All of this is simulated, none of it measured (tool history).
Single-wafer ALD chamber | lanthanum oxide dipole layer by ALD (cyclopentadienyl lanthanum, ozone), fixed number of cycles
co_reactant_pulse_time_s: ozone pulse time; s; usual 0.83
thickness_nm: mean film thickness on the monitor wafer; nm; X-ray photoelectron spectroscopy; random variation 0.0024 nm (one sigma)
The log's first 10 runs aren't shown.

run	hour	co_reactant_pulse_time_s	wafers since the last listed run	hours since the last thermocouple change	hours since the last ozone generator service	hours since the showerhead was replaced	hours since the gauge calibration	read-back reference wafer on the same gauge, thickness_nm	thickness_nm
11	545.3	1.09	510	206.5	1244.6	7572.1	2289.2	0.477	0.511
# hour 577.3: showerhead replaced
12	590.0	0.93	538	251.2	1289.3	12.7	2333.9	0.478	0.480
13	631.7	0.83	611	292.9	1331.0	54.4	2375.6	0.478	0.450
14	699.3	0.83	991	360.5	1398.6	122.0	2443.2	0.478	0.452
15	734.2	0.83	511	395.4	1433.5	156.9	2478.1	0.478	0.452
16	798.1	0.52	936	459.3	1497.4	220.8	2542.0	0.478	0.312
17	822.5	0.51	357	483.7	1521.8	245.2	2566.4	0.478	0.306
18	886.3	0.83	935	547.5	1585.6	309.0	2630.2	0.478	0.454
19	914.8	0.83	417	576.0	1614.1	337.5	2658.7	0.479	0.450
# hour 942.9: gauge calibrated
20	944.3	0.83	432	605.5	1643.6	367.0	1.4	0.478	0.451
# hour 992.9: ozone generator serviced
21	1001.5	0.50	721	662.7	8.6	424.2	58.6	0.478	0.325
22	1047.8	0.83	678	709.0	54.9	470.5	104.9	0.478	0.472
23	1109.0	1.00	897	770.2	116.1	531.7	166.1	0.478	0.510
24	1141.0	0.64	469	802.2	148.1	563.7	198.1	0.478	0.397
25	1203.4	0.66	914	864.6	210.5	626.1	260.5	0.478	0.404
26	1350.3	0.60	2153	1011.5	357.4	773.0	407.4	0.478	0.372
# hour 1457.9: thermocouple changed; heater temperature recalibrated
27	1551.9	1.08	2838	94.0	559.0	974.6	609.0	0.478	0.520
28	1622.8	1.11	1039	164.9	629.9	1045.5	679.9	0.478	0.522
29	1668.9	0.92	675	211.0	676.0	1091.6	726.0	0.478	0.483
30	1709.8	0.54	599	251.9	716.9	1132.5	766.9	0.478	0.329
31	1764.0	0.98	794	306.1	771.1	1186.7	821.1	0.478	0.496
32	1794.6	1.12	448	336.7	801.7	1217.3	851.7	0.478	0.519
33	1834.2	0.57	580	376.3	841.3	1256.9	891.3	0.478	0.346
34	1897.2	0.61	923	439.3	904.3	1319.9	954.3	0.477	0.366

4 ways to go on from here, each from the tool as it stands after run 34. What would each give?
A	1897.6	0.56	5	439.7	904.7	1320.3	954.7	?	?
B	1897.6	0.91	5	439.7	904.7	1320.3	954.7	?	?
C	1897.6	1.13	5	439.7	904.7	1320.3	954.7	?	?
D	1897.6	1.15	5	439.7	904.7	1320.3	954.7	?	?

run	read-back reference wafer on the same gauge, thickness_nm	thickness_nm
A	0.478	0.340
B	0.478	0.479
C	0.478	0.523
D	0.478	0.526
Without the tool's hidden state the same runs would have given:
run	thickness_nm
A	0.365
B	0.499
C	0.539
D	0.541

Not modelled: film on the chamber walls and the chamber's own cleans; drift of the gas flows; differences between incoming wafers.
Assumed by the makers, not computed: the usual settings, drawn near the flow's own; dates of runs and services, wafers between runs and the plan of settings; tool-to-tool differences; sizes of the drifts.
